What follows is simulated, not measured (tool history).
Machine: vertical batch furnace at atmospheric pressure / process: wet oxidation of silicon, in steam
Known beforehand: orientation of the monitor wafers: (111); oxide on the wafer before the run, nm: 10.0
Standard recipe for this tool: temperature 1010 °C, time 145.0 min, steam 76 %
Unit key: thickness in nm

run	day	temperature	time	steam	wafers since the last listed run	hours since the last temperature calibration	hours since the steam generator was serviced	hours since the gauge calibration	read-back reference wafer on the same gauge, thickness	thickness
1	0.000	1010	145.0	73	0	3816.8	2149.4	915.5	704.73	795.56
2	9.788	1010	145.0	73	1660	4051.7	2384.3	1150.4	704.20	794.29
3	13.617	1010	145.0	76	649	4143.6	2476.2	1242.3	703.64	812.43
4	17.546	1010	145.0	76	666	4237.9	2570.5	1336.6	703.26	813.39
5	21.142	1010	145.0	76	609	4324.2	2656.8	1422.9	704.42	811.38
6	22.742	1010	145.0	76	271	4362.6	2695.2	1461.3	704.69	809.58
7	24.271	1010	145.0	76	259	4399.3	2731.9	1498.0	703.71	815.05
# day 27.883: thermocouples replaced and temperature profile calibrated
8	27.904	1010	145.0	76	446	0.5	2819.1	1585.2	703.13	806.93
# day 29.188: gauge calibrated
9	29.283	1032	164.0	84	233	33.6	2852.2	2.3	703.94	1009.67
10	33.708	1010	145.0	76	750	139.8	2958.4	108.5	704.17	806.10
11	36.204	1010	103.0	83	423	199.7	3018.3	168.4	704.89	700.60
12	39.604	1034	145.0	79	576	281.3	3099.9	250.0	703.65	920.77
13	42.100	1029	216.5	76	423	341.2	3159.8	309.9	704.61	1099.23
# day 44.100: steam generator serviced
14	45.608	1023	186.5	76	425	425.4	36.2	394.1	704.26	1031.05
15	49.675	1010	145.0	76	689	523.0	133.8	491.7	704.89	842.06
16	53.046	996	145.0	76	571	603.9	214.7	572.6	704.72	787.22
17	56.946	1022	205.5	65	661	697.5	308.3	666.2	703.69	979.00

Consider 5 possible next runs. They are alternatives, not a sequence: every one starts from the tool as it was left by run 17. What does each give?
A	57.225	1010	145.0	82	47	704.2	315.0	672.9	?	?
B	57.225	1017	125.5	87	47	704.2	315.0	672.9	?	?
C	57.225	1024	108.0	70	47	704.2	315.0	672.9	?	?
D	57.225	993	145.0	76	47	704.2	315.0	672.9	?	?
E	57.225	1010	90.0	72	47	704.2	315.0	672.9	?	?

run	read-back reference wafer on the same gauge, thickness	thickness
A	703.68	874.19
B	703.68	859.00
C	703.68	718.39
D	703.68	771.91
E	703.68	614.14
What these runs would have given with no unlogged condition in the tool:
run	thickness
A	888.67
B	873.16
C	730.36
D	785.11
E	624.72
